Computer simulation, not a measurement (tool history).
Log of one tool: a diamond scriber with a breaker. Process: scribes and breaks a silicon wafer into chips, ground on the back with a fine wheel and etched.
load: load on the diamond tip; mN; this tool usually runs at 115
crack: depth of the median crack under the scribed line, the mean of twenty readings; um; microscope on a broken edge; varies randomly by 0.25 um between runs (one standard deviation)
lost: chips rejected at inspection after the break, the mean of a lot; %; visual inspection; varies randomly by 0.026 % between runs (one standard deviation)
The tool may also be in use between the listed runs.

run,hour,load,wafers since the last listed run,hours since the diamond tip was replaced,hours since the load on the tip was calibrated,"incoming depth of the damage left on the back of the incoming wafer, um",crack,lost
1,0,94,0,802.4,925.9,0.42,8.5,54.16
2,17.6,92,117,820,943.5,0.55,7.9,53.96
3,39.3,92,145,841.7,965.2,0.35,8.33,59.42
4,62.3,115,154,864.7,988.2,0.5,10.64,17.51
5,77.5,102,101,879.9,1003.4,0.63,9.48,38.69
6,93.6,115,107,896,1019.5,0.55,10.76,17.18
7,106.8,115,88,909.2,1032.7,0.43,10.24,17.01
8,123.5,105,111,925.9,1049.4,0.6,9.62,33.68
9,153.8,105,203,956.2,1079.7,0.71,9.59,30.49
10,175,141,142,977.4,1100.9,0.78,12.73,0.98
11,195.6,141,138,998,1121.5,0.72,12.63,1.1
12,223.4,115,186,1025.8,1149.3,0.65,10.11,18.24
# hour 233.1: diamond tip replaced by a new one, of another model than before
13,237.2,115,79,4.1,1163.1,0.58,12.74,0.55
14,258,135,139,24.9,1183.9,0.72,14.37,3.34
15,284.9,135,180,51.8,1210.8,0.54,15,2.25
16,311.5,135,178,78.4,1237.4,0.75,14.34,1.86
17,335.7,115,162,102.6,1261.6,0.79,12.48,2.02
18,351.4,141,105,118.3,1277.3,0.77,14.51,2.75
19,378.3,115,180,145.2,1304.2,0.73,12.58,2.58
20,405.5,147,182,172.4,1331.4,0.39,14.46,3.26
21,434.3,115,192,201.2,1360.2,0.74,12,3.96
22,468.2,97,227,235.1,1394.1,0.69,10.19,17.27
23,499,131,206,265.9,1424.9,0.64,12.55,0.66
24,525.8,126,179,292.7,1451.7,0.31,12.11,1.69
# hour 538.4: load on the tip recalibrated
25,560.3,115,217,327.2,21.9,0.64,11.39,6.97
26,580.8,88,137,347.7,42.4,0.7,9.29,31.47
27,611.9,115,208,378.8,73.5,0.79,11.14,8.22
28,629.6,127,118,396.5,91.2,0.31,12,2.76
29,665.1,86,237,432,126.7,0.6,8.82,36.06
30,685.5,101,136,452.4,147.1,0.75,10.57,21.36
31,702.4,97,113,469.3,164,0.5,9.84,27.73
32,724.2,115,146,491.1,185.8,0.31,11.32,9.93
33,741.5,146,115,508.4,203.1,0.77,12.94,0.51
34,765.7,100,162,532.6,227.3,0.34,9.95,25.12

Hidden condition of the tool, last listed run before each entry between runs versus first listed run after:
In the gap between runs 12 and 13: diamond tip replaced by a new one, of another model than before (hour 233.1)
  share of the diamond tip's cutting effectiveness lost through wear, %: 30.2 -> 2.38
  difference, measured minus the result without the unlogged condition, crack: -2.73 -> -0.21 um; lost: +17.81 -> +0.1 %
In the gap between runs 24 and 25: load on the tip recalibrated (hour 538.4)
  share of the diamond tip's cutting effectiveness lost through wear, %: 17.9 -> 18.9
  difference, measured minus the result without the unlogged condition, crack: -1.7 -> -1.71 um; lost: -0.29 -> +6.53 %
